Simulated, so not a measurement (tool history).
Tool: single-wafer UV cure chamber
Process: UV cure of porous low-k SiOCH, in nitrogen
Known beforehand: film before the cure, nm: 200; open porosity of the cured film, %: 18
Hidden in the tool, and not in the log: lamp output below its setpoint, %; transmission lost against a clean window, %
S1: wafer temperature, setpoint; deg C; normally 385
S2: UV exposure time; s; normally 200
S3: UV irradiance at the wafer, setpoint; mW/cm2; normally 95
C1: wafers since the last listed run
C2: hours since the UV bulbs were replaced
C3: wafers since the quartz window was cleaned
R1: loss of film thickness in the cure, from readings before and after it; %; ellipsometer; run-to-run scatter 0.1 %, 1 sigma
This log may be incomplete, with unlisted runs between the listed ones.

{"run": 1, "hour": 0.0, "S1": 385, "S2": 200, "S3": 105, "C1": 0, "C2": 2343.9, "C3": 836, "R1": 9.151}
{"run": 2, "hour": 28.5, "S1": 385, "S2": 200, "S3": 105, "C1": 128, "C2": 2372.4, "C3": 964, "R1": 9.04}
{"run": 3, "hour": 59.9, "S1": 385, "S2": 200, "S3": 105, "C1": 141, "C2": 2403.8, "C3": 1105, "R1": 9.161}
{"run": 4, "hour": 73.1, "S1": 390, "S2": 200, "S3": 95, "C1": 59, "C2": 2417, "C3": 1165, "R1": 8.503}
{"run": 5, "hour": 99.8, "S1": 385, "S2": 160, "S3": 95, "C1": 120, "C2": 2443.7, "C3": 1285, "R1": 7.74}
{"run": 6, "hour": 126.5, "S1": 385, "S2": 160, "S3": 95, "C1": 120, "C2": 2470.4, "C3": 1405, "R1": 7.697}
{"run": 7, "hour": 146.9, "S1": 381, "S2": 200, "S3": 95, "C1": 91, "C2": 2490.8, "C3": 1497, "R1": 8.616}
{"run": 8, "hour": 163.7, "S1": 381, "S2": 200, "S3": 95, "C1": 75, "C2": 2507.6, "C3": 1572, "R1": 8.584}
{"run": 9, "hour": 257.4, "S1": 381, "S2": 200, "S3": 95, "C1": 421, "C2": 2601.3, "C3": 1994, "R1": 8.413}
{"run": 10, "hour": 286.8, "S1": 379, "S2": 175, "S3": 95, "C1": 132, "C2": 2630.7, "C3": 2127, "R1": 7.922}
{"run": 11, "hour": 302.7, "S1": 385, "S2": 200, "S3": 95, "C1": 71, "C2": 2646.6, "C3": 2198, "R1": 8.495}
{"run": 12, "hour": 334.7, "S1": 385, "S2": 200, "S3": 95, "C1": 144, "C2": 2678.6, "C3": 2342, "R1": 8.542}
{"run": 13, "hour": 350.4, "S1": 385, "S2": 200, "S3": 95, "C1": 70, "C2": 2694.3, "C3": 2413, "R1": 8.535}
{"run": 14, "hour": 373.2, "S1": 395, "S2": 200, "S3": 95, "C1": 102, "C2": 2717.1, "C3": 2516, "R1": 8.658}
{"run": 15, "hour": 398.7, "S1": 395, "S2": 200, "S3": 95, "C1": 114, "C2": 2742.6, "C3": 2630, "R1": 8.688}
{"run": 16, "hour": 423.7, "S1": 385, "S2": 275, "S3": 95, "C1": 112, "C2": 2767.6, "C3": 2743, "R1": 9.901}
{"run": 17, "hour": 442.8, "S1": 385, "S2": 275, "S3": 95, "C1": 85, "C2": 2786.7, "C3": 2829, "R1": 9.851}
{"run": 18, "hour": 466.5, "S1": 385, "S2": 275, "S3": 95, "C1": 106, "C2": 2810.4, "C3": 2936, "R1": 9.826}
{"hour": 488.5, "done": "UV bulbs replaced"}
{"run": 19, "hour": 489.0, "S1": 385, "S2": 200, "S3": 95, "C1": 65, "C2": 0.5, "C3": 3001, "R1": 10.296}
{"run": 20, "hour": 509.7, "S1": 385, "S2": 200, "S3": 95, "C1": 93, "C2": 21.2, "C3": 3094, "R1": 10.176}
{"hour": 523.3, "done": "quartz window cleaned"}
{"run": 21, "hour": 523.8, "S1": 392, "S2": 200, "S3": 95, "C1": 27, "C2": 35.3, "C3": 2, "R1": 10.344}
{"run": 22, "hour": 538.7, "S1": 385, "S2": 200, "S3": 95, "C1": 67, "C2": 50.2, "C3": 69, "R1": 10.186}
{"run": 23, "hour": 569.8, "S1": 385, "S2": 200, "S3": 95, "C1": 139, "C2": 81.3, "C3": 209, "R1": 10.103}
{"run": 24, "hour": 584.8, "S1": 385, "S2": 200, "S3": 106, "C1": 67, "C2": 96.3, "C3": 276, "R1": 10.629}
{"run": 25, "hour": 601.0, "S1": 392, "S2": 295, "S3": 83, "C1": 72, "C2": 112.5, "C3": 349, "R1": 11.148}
{"run": 26, "hour": 613.7, "S1": 372, "S2": 200, "S3": 120, "C1": 57, "C2": 125.2, "C3": 406, "R1": 10.772}
{"run": 27, "hour": 636.5, "S1": 395, "S2": 160, "S3": 115, "C1": 102, "C2": 148, "C3": 509, "R1": 10.213}
{"run": 28, "hour": 654.1, "S1": 392, "S2": 200, "S3": 95, "C1": 79, "C2": 165.6, "C3": 588, "R1": 10.134}
{"run": 29, "hour": 688.7, "S1": 385, "S2": 100, "S3": 118, "C1": 155, "C2": 200.2, "C3": 744, "R1": 7.973}
{"run": 30, "hour": 710.5, "S1": 399, "S2": 260, "S3": 95, "C1": 98, "C2": 222, "C3": 842, "R1": 11.391}
{"run": 31, "hour": 735.5, "S1": 404, "S2": 135, "S3": 121, "C1": 112, "C2": 247, "C3": 955, "R1": 9.653}
{"run": 32, "hour": 769.4, "S1": 404, "S2": 250, "S3": 112, "C1": 152, "C2": 280.9, "C3": 1107, "R1": 12.023}
{"run": 33, "hour": 805.3, "S1": 403, "S2": 130, "S3": 134, "C1": 161, "C2": 316.8, "C3": 1269, "R1": 9.689}
{"run": 34, "hour": 821.2, "S1": 395, "S2": 140, "S3": 95, "C1": 71, "C2": 332.7, "C3": 1340, "R1": 8.534}
{"run": 35, "hour": 834.5, "S1": 385, "S2": 200, "S3": 122, "C1": 59, "C2": 346, "C3": 1400, "R1": 10.752}
{"run": 36, "hour": 854.6, "S1": 385, "S2": 200, "S3": 109, "C1": 90, "C2": 366.1, "C3": 1491, "R1": 10.328}
{"run": 37, "hour": 873.6, "S1": 376, "S2": 200, "S3": 65, "C1": 85, "C2": 385.1, "C3": 1576, "R1": 8.113}
{"run": 38, "hour": 903.5, "S1": 385, "S2": 255, "S3": 123, "C1": 134, "C2": 415, "C3": 1711, "R1": 12.001}
{"run": 39, "hour": 922.2, "S1": 385, "S2": 200, "S3": 95, "C1": 84, "C2": 433.7, "C3": 1795, "R1": 9.945}
{"run": 40, "hour": 955.4, "S1": 402, "S2": 200, "S3": 135, "C1": 149, "C2": 466.9, "C3": 1944, "R1": 11.381}
{"run": 41, "hour": 977.8, "S1": 405, "S2": 260, "S3": 60, "C1": 100, "C2": 489.3, "C3": 2045, "R1": 9.195}
{"run": 42, "hour": 1011.1, "S1": 366, "S2": 145, "S3": 108, "C1": 149, "C2": 522.6, "C3": 2195, "R1": 8.597}
{"run": 43, "hour": 1040.0, "S1": 392, "S2": 200, "S3": 95, "C1": 130, "C2": 551.5, "C3": 2325, "R1": 9.8}
{"run": 44, "hour": 1072.3, "S1": 385, "S2": 200, "S3": 95, "C1": 145, "C2": 583.8, "C3": 2471, "R1": 9.553}
{"run": 45, "hour": 1108.1, "S1": 374, "S2": 250, "S3": 120, "C1": 161, "C2": 619.6, "C3": 2632, "R1": 11.221}
{"run": 46, "hour": 1144.1, "S1": 385, "S2": 320, "S3": 76, "C1": 162, "C2": 655.6, "C3": 2794, "R1": 10.546}
{"hour": 1153.9, "done": "quartz window cleaned"}
{"run": 47, "hour": 1178.6, "S1": 385, "S2": 200, "S3": 95, "C1": 119, "C2": 690.1, "C3": 111, "R1": 9.296}
{"run": 48, "hour": 1192.5, "S1": 398, "S2": 155, "S3": 95, "C1": 62, "C2": 704, "C3": 173, "R1": 8.576}

Give the tool's hidden conditions for every run:
transmission lost against a clean window, %: 0 on each run
H1: lamp output below its setpoint, %
run=1 H1=33.9
run=2 H1=34
run=3 H1=34.1
run=4 H1=34.2
run=5 H1=34.2
run=6 H1=34.3
run=7 H1=34.4
run=8 H1=34.4
run=9 H1=34.7
run=10 H1=34.7
run=11 H1=34.8
run=12 H1=34.8
run=13 H1=34.9
run=14 H1=34.9
run=15 H1=35
run=16 H1=35
run=17 H1=35.1
run=18 H1=35.1
run=19 H1=0.68
run=20 H1=1.48
run=21 H1=2.02
run=22 H1=2.58
run=23 H1=3.72
run=24 H1=4.26
run=25 H1=4.83
run=26 H1=5.27
run=27 H1=6.04
run=28 H1=6.63
run=29 H1=7.75
run=30 H1=8.43
run=31 H1=9.2
run=32 H1=10.2
run=33 H1=11.2
run=34 H1=11.7
run=35 H1=12
run=36 H1=12.6
run=37 H1=13.1
run=38 H1=13.8
run=39 H1=14.3
run=40 H1=15.1
run=41 H1=15.6
run=42 H1=16.4
run=43 H1=17
run=44 H1=17.7
run=45 H1=18.5
run=46 H1=19.2
run=47 H1=19.9
run=48 H1=20.1

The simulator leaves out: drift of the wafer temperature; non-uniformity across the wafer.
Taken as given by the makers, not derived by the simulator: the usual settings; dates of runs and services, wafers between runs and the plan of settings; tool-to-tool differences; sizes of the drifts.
